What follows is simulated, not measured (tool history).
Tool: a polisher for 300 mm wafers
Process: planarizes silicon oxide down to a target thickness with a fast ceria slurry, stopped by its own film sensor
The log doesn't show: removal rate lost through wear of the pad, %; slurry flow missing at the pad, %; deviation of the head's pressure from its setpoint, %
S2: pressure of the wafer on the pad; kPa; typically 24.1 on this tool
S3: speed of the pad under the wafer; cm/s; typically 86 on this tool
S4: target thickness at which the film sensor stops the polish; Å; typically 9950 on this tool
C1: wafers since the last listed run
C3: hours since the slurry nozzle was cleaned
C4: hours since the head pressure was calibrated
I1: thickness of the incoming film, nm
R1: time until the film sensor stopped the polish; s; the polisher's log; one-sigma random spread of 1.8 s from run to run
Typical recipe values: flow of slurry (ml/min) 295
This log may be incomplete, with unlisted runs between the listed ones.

{"run": 1, "hour": 0.0, "flow of slurry (ml/min)": 295, "S2": 24.1, "S3": 86, "S4": 9950, "C1": 0, "wafers polished on this pad": 92, "C3": 116.9, "C4": 956.3, "I1": 2418.7, "R1": 112.4}
{"run": 2, "hour": 11.8, "flow of slurry (ml/min)": 295, "S2": 24.1, "S3": 86, "S4": 9950, "C1": 84, "wafers polished on this pad": 176, "C3": 128.7, "C4": 968.1, "I1": 2365.3, "R1": 109.3}
{"run": 3, "hour": 28.9, "flow of slurry (ml/min)": 295, "S2": 24.1, "S3": 86, "S4": 9950, "C1": 122, "wafers polished on this pad": 298, "C3": 145.8, "C4": 985.2, "I1": 2384.4, "R1": 107.9}
{"run": 4, "hour": 38.9, "flow of slurry (ml/min)": 295, "S2": 24.1, "S3": 86, "S4": 9950, "C1": 71, "wafers polished on this pad": 369, "C3": 155.8, "C4": 995.2, "I1": 2439.2, "R1": 114.9}
{"run": 5, "hour": 46.8, "flow of slurry (ml/min)": 295, "S2": 24.1, "S3": 86, "S4": 9950, "C1": 56, "wafers polished on this pad": 426, "C3": 163.7, "C4": 1003.1, "I1": 2363.6, "R1": 110.1}
{"run": 6, "hour": 59.1, "flow of slurry (ml/min)": 295, "S2": 24.1, "S3": 86, "S4": 9950, "C1": 87, "wafers polished on this pad": 514, "C3": 176, "C4": 1015.4, "I1": 2377.2, "R1": 110.4}
{"run": 7, "hour": 71.2, "flow of slurry (ml/min)": 295, "S2": 24.1, "S3": 86, "S4": 9950, "C1": 86, "wafers polished on this pad": 600, "C3": 188.1, "C4": 1027.5, "I1": 2373.9, "R1": 113.2}
{"run": 8, "hour": 79.3, "flow of slurry (ml/min)": 295, "S2": 29, "S3": 86, "S4": 7420, "C1": 57, "wafers polished on this pad": 658, "C3": 196.2, "C4": 1035.6, "I1": 2379.1, "R1": 118.5}
{"run": 9, "hour": 86.4, "flow of slurry (ml/min)": 295, "S2": 19.3, "S3": 80, "S4": 9950, "C1": 50, "wafers polished on this pad": 709, "C3": 203.3, "C4": 1042.7, "I1": 2392, "R1": 143.7}
{"run": 10, "hour": 95.5, "flow of slurry (ml/min)": 295, "S2": 24.1, "S3": 86, "S4": 9950, "C1": 65, "wafers polished on this pad": 774, "C3": 212.4, "C4": 1051.8, "I1": 2373.6, "R1": 118.4}
{"run": 11, "hour": 110.6, "flow of slurry (ml/min)": 295, "S2": 24.1, "S3": 86, "S4": 9950, "C1": 107, "wafers polished on this pad": 882, "C3": 227.5, "C4": 1066.9, "I1": 2388.7, "R1": 124.7}
{"hour": 112.3, "done": "slurry nozzle cleaned"}
{"hour": 126.4, "done": "worn pad replaced by a new one"}
{"run": 12, "hour": 143.0, "flow of slurry (ml/min)": 295, "S2": 24.1, "S3": 86, "S4": 9950, "C1": 195, "wafers polished on this pad": 118, "C3": 30.7, "C4": 1099.3, "I1": 2392.6, "R1": 113.4}
{"run": 13, "hour": 150.3, "flow of slurry (ml/min)": 295, "S2": 24.1, "S3": 86, "S4": 9950, "C1": 52, "wafers polished on this pad": 171, "C3": 38, "C4": 1106.6, "I1": 2354.3, "R1": 108.2}
{"run": 14, "hour": 160.3, "flow of slurry (ml/min)": 295, "S2": 24.1, "S3": 86, "S4": 9950, "C1": 71, "wafers polished on this pad": 242, "C3": 48, "C4": 1116.6, "I1": 2366.7, "R1": 107.8}
{"run": 15, "hour": 166.4, "flow of slurry (ml/min)": 295, "S2": 24.1, "S3": 106, "S4": 9950, "C1": 43, "wafers polished on this pad": 286, "C3": 54.1, "C4": 1122.7, "I1": 2401.1, "R1": 95.4}
{"run": 16, "hour": 175.9, "flow of slurry (ml/min)": 295, "S2": 24.1, "S3": 86, "S4": 9950, "C1": 67, "wafers polished on this pad": 353, "C3": 63.6, "C4": 1132.2, "I1": 2362.7, "R1": 110.1}
{"run": 17, "hour": 185.8, "flow of slurry (ml/min)": 295, "S2": 24.1, "S3": 86, "S4": 9950, "C1": 70, "wafers polished on this pad": 424, "C3": 73.5, "C4": 1142.1, "I1": 2392.6, "R1": 113.4}
{"run": 18, "hour": 203.8, "flow of slurry (ml/min)": 295, "S2": 24.1, "S3": 86, "S4": 9950, "C1": 128, "wafers polished on this pad": 553, "C3": 91.5, "C4": 1160.1, "I1": 2411.8, "R1": 119.1}
{"run": 19, "hour": 211.2, "flow of slurry (ml/min)": 365, "S2": 24.1, "S3": 86, "S4": 14370, "C1": 52, "wafers polished on this pad": 606, "C3": 98.9, "C4": 1167.5, "I1": 2420.5, "R1": 81.5}
{"run": 20, "hour": 222.9, "flow of slurry (ml/min)": 295, "S2": 24.1, "S3": 86, "S4": 9950, "C1": 83, "wafers polished on this pad": 689, "C3": 110.6, "C4": 1179.2, "I1": 2375.1, "R1": 117.3}
{"run": 21, "hour": 239.1, "flow of slurry (ml/min)": 295, "S2": 24.1, "S3": 86, "S4": 9950, "C1": 115, "wafers polished on this pad": 805, "C3": 126.8, "C4": 1195.4, "I1": 2363.2, "R1": 118}
{"run": 22, "hour": 245.2, "flow of slurry (ml/min)": 295, "S2": 24.1, "S3": 106, "S4": 6130, "C1": 43, "wafers polished on this pad": 848, "C3": 132.9, "C4": 1201.5, "I1": 2393.2, "R1": 134.3}
{"hour": 253.9, "done": "worn pad replaced by a new one"}
{"run": 23, "hour": 261.9, "flow of slurry (ml/min)": 250, "S2": 24.1, "S3": 56, "S4": 9950, "C1": 90, "wafers polished on this pad": 56, "C3": 149.6, "C4": 1218.2, "I1": 2400.7, "R1": 143.9}
{"run": 24, "hour": 278.8, "flow of slurry (ml/min)": 295, "S2": 24.1, "S3": 86, "S4": 9950, "C1": 120, "wafers polished on this pad": 177, "C3": 166.5, "C4": 1235.1, "I1": 2377.7, "R1": 109.5}
{"run": 25, "hour": 285.4, "flow of slurry (ml/min)": 295, "S2": 24.1, "S3": 116, "S4": 9950, "C1": 47, "wafers polished on this pad": 224, "C3": 173.1, "C4": 1241.7, "I1": 2400.4, "R1": 91.7}
{"hour": 296.3, "done": "head pressure recalibrated"}
{"run": 26, "hour": 298.1, "flow of slurry (ml/min)": 295, "S2": 24.1, "S3": 66, "S4": 7020, "C1": 76, "wafers polished on this pad": 301, "C3": 185.8, "C4": 1.8, "I1": 2383.6, "R1": 159.4}
{"run": 27, "hour": 306.4, "flow of slurry (ml/min)": 195, "S2": 24.1, "S3": 58, "S4": 5870, "C1": 59, "wafers polished on this pad": 360, "C3": 194.1, "C4": 10.1, "I1": 2411.9, "R1": 198.7}
{"run": 28, "hour": 320.2, "flow of slurry (ml/min)": 295, "S2": 24.1, "S3": 66, "S4": 7020, "C1": 98, "wafers polished on this pad": 458, "C3": 207.9, "C4": 23.9, "I1": 2415.9, "R1": 163.8}
{"hour": 325.9, "done": "slurry nozzle cleaned"}
{"run": 29, "hour": 335.3, "flow of slurry (ml/min)": 250, "S2": 24.1, "S3": 56, "S4": 9950, "C1": 100, "wafers polished on this pad": 559, "C3": 9.4, "C4": 39, "I1": 2362.7, "R1": 148.2}
{"run": 30, "hour": 351.1, "flow of slurry (ml/min)": 210, "S2": 29, "S3": 106, "S4": 13930, "C1": 112, "wafers polished on this pad": 672, "C3": 25.2, "C4": 54.8, "I1": 2409.1, "R1": 69}
{"hour": 369.3, "done": "worn pad replaced by a new one"}
{"run": 31, "hour": 369.8, "flow of slurry (ml/min)": 295, "S2": 24.1, "S3": 86, "S4": 9950, "C1": 105, "wafers polished on this pad": 3, "C3": 43.9, "C4": 73.5, "I1": 2410.3, "R1": 111.1}
{"run": 32, "hour": 381.9, "flow of slurry (ml/min)": 295, "S2": 24.1, "S3": 86, "S4": 9950, "C1": 86, "wafers polished on this pad": 90, "C3": 56, "C4": 85.6, "I1": 2358.8, "R1": 108.6}
{"run": 33, "hour": 388.9, "flow of slurry (ml/min)": 295, "S2": 24.1, "S3": 86, "S4": 9950, "C1": 50, "wafers polished on this pad": 140, "C3": 63, "C4": 92.6, "I1": 2406.9, "R1": 112.1}
{"run": 34, "hour": 399.7, "flow of slurry (ml/min)": 200, "S2": 31.7, "S3": 86, "S4": 9950, "C1": 77, "wafers polished on this pad": 217, "C3": 73.8, "C4": 103.4, "I1": 2394.9, "R1": 99.4}
{"run": 35, "hour": 411.5, "flow of slurry (ml/min)": 295, "S2": 24.1, "S3": 68, "S4": 14090, "C1": 84, "wafers polished on this pad": 301, "C3": 85.6, "C4": 115.2, "I1": 2407.7, "R1": 92.1}
{"run": 36, "hour": 419.1, "flow of slurry (ml/min)": 295, "S2": 20, "S3": 106, "S4": 14160, "C1": 54, "wafers polished on this pad": 355, "C3": 93.2, "C4": 122.8, "I1": 2397.6, "R1": 76.8}

Branching from run 36: 5 alternative next runs. What would each branch give?
{"run": "A", "hour": 419.5, "flow of slurry (ml/min)": 295, "S2": 24.1, "S3": 86, "S4": 9950, "C1": 2, "wafers polished on this pad": 358, "C3": 93.6, "C4": 123.2, "I1": 2385.9, "R1": "?"}
{"run": "B", "hour": 419.5, "flow of slurry (ml/min)": 295, "S2": 32.4, "S3": 86, "S4": 9950, "C1": 2, "wafers polished on this pad": 358, "C3": 93.6, "C4": 123.2, "I1": 2385.9, "R1": "?"}
{"run": "C", "hour": 419.5, "flow of slurry (ml/min)": 385, "S2": 29, "S3": 96, "S4": 14220, "C1": 2, "wafers polished on this pad": 358, "C3": 93.6, "C4": 123.2, "I1": 2385.9, "R1": "?"}
{"run": "D", "hour": 419.5, "flow of slurry (ml/min)": 295, "S2": 19.3, "S3": 86, "S4": 9950, "C1": 2, "wafers polished on this pad": 358, "C3": 93.6, "C4": 123.2, "I1": 2385.9, "R1": "?"}
{"run": "E", "hour": 419.5, "flow of slurry (ml/min)": 245, "S2": 31, "S3": 94, "S4": 14080, "C1": 2, "wafers polished on this pad": 358, "C3": 93.6, "C4": 123.2, "I1": 2385.9, "R1": "?"}

run=A R1=114.2
run=B R1=93.8
run=C R1=63.9
run=D R1=130.8
run=E R1=65.5
The same runs, with their run-to-run variation unchanged, on a tool lacking any hidden condition would have given:
run=A R1=108.1
run=B R1=88.7
run=C R1=60.4
run=D R1=123.8
run=E R1=61.9

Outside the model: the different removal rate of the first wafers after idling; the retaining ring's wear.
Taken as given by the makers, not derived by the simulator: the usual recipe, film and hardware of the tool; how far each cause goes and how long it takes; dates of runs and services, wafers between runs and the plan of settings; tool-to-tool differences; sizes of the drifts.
